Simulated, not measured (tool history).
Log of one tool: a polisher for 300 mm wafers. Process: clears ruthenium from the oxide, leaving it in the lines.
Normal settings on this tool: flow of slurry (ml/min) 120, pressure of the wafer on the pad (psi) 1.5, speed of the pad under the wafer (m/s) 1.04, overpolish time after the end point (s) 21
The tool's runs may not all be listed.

run	hour	flow of slurry (ml/min)	pressure of the wafer on the pad (psi)	speed of the pad under the wafer (m/s)	overpolish time after the end point (s)	wafers since the last listed run	wafers polished on this pad	hours since the slurry nozzle was cleaned	hours since the head pressure was calibrated	incoming thickness of the incoming film, nm	time until the end point was called (s)
1	0.0	120	1.5	1.04	21	0	1776	246.9	94.3	64.8	76.9
2	23.0	120	1.5	1.04	21	272	2049	269.9	117.3	65.6	79.1
3	48.0	120	1.5	1.04	21	296	2345	294.9	142.3	65.7	76.3
4	66.7	120	1.8	1.04	25	221	2567	313.6	161.0	64.1	63.8
# hour 97.9: worn pad replaced by a new one
5	100.9	120	1.8	1.04	25	357	35	347.8	195.2	64.9	64.9
6	131.0	120	1.8	1.04	25	356	392	377.9	225.3	64.9	63.2
7	166.2	120	1.5	1.04	21	417	809	413.1	260.5	65.6	72.5
8	182.2	120	1.5	1.04	21	189	998	429.1	276.5	65.9	76.9
9	207.4	120	1.5	1.04	21	298	1297	454.3	301.7	65.1	75.4
10	220.3	120	1.5	1.32	21	152	1450	467.2	314.6	64.7	58.9
# hour 231.8: slurry nozzle cleaned
11	236.4	120	1.5	1.32	21	178	1629	4.6	330.7	64.7	57.8
12	262.2	120	1.5	1.04	21	305	1934	30.4	356.5	65.4	78.7
# hour 266.3: head pressure recalibrated
# hour 296.9: worn pad replaced by a new one
13	297.4	120	1.5	1.04	21	345	5	65.6	31.1	65.5	80.0
14	307.7	120	1.5	1.04	21	122	127	75.9	41.4	65.0	80.4
15	332.9	120	1.5	1.04	21	298	426	101.1	66.6	64.9	77.2
16	367.9	120	1.5	1.04	21	414	840	136.1	101.6	64.3	74.1
17	395.6	100	1.1	0.70	14	328	1169	163.8	129.3	64.4	155.6
18	418.4	135	1.2	1.04	34	270	1439	186.6	152.1	65.2	92.3
19	433.2	120	1.5	1.04	9	175	1614	201.4	166.9	65.5	73.3
20	458.3	105	1.5	0.76	27	297	1911	226.5	192.0	65.9	107.3
21	478.2	120	1.2	0.86	8	235	2147	246.4	211.9	65.0	109.6
22	496.3	100	2.0	1.28	28	214	2362	264.5	230.0	65.5	49.4
23	521.0	90	1.5	1.04	16	292	2654	289.2	254.7	64.8	81.2
# hour 541.1: worn pad replaced by a new one
24	551.2	145	1.5	0.84	21	310	119	319.4	284.9	66.0	89.2
25	582.3	155	1.3	1.04	21	368	487	350.5	316.0	64.8	77.7
# hour 589.9: head pressure recalibrated
26	614.8	120	1.7	1.04	21	361	849	383.0	24.9	65.5	72.2
27	628.4	120	1.5	1.04	21	161	1010	396.6	38.5	64.6	75.2
28	642.1	120	1.5	1.04	21	162	1172	410.3	52.2	65.1	79.4
29	675.9	140	1.5	0.72	21	400	1572	444.1	86.0	65.0	107.9
30	689.9	120	1.5	1.04	21	165	1738	458.1	100.0	65.8	78.4
# hour 721.3: slurry nozzle cleaned
31	721.7	90	1.3	1.04	28	364	2103	0.4	131.8	63.7	94.2
32	754.4	120	1.5	0.92	21	387	2491	33.1	164.5	65.1	85.8
33	769.7	145	1.0	0.72	27	181	2672	48.4	179.8	65.3	149.1
# hour 794.7: worn pad replaced by a new one
34	852.7	95	1.7	0.94	11	935	686	131.4	262.8	64.7	77.6
35	886.9	120	1.5	1.36	31	405	1091	165.6	297.0	65.7	56.2
36	920.8	105	1.5	1.04	32	401	1493	199.5	330.9	63.8	74.0
# hour 945.0: head pressure recalibrated
37	954.2	120	1.5	1.04	21	372	1865	232.9	9.2	64.6	80.7
38	977.0	120	1.5	1.04	21	270	2135	255.7	32.0	65.9	84.6

Measured less the same run without the tool's hidden state. The same run-to-run variation is in both; the gauge's scatter may not be:
What the log doesn't record here: removal rate lost through wear of the pad, %; slurry flow missing at the pad, %; deviation of the head's pressure from its setpoint, %.
run	time until the end point was called (s)
1	-4.7
2	-5.5
3	-5.9
4	-5.3
5	-5.8
6	-6.0
7	-7.2
8	-7.7
9	-7.7
10	-6.1
11	-6.0
12	-8.3
13	-3.3
14	-4.0
15	-5.0
16	-6.0
17	-14.1
18	-9.0
19	-7.4
20	-11.4
21	-12.0
22	-5.5
23	-9.3
24	-10.5
25	-9.3
26	-2.6
27	-3.5
28	-4.4
29	-7.9
30	-6.2
31	-8.6
32	-8.5
33	-15.4
34	-9.0
35	-6.7
36	-8.9
37	-0.2
38	-1.8

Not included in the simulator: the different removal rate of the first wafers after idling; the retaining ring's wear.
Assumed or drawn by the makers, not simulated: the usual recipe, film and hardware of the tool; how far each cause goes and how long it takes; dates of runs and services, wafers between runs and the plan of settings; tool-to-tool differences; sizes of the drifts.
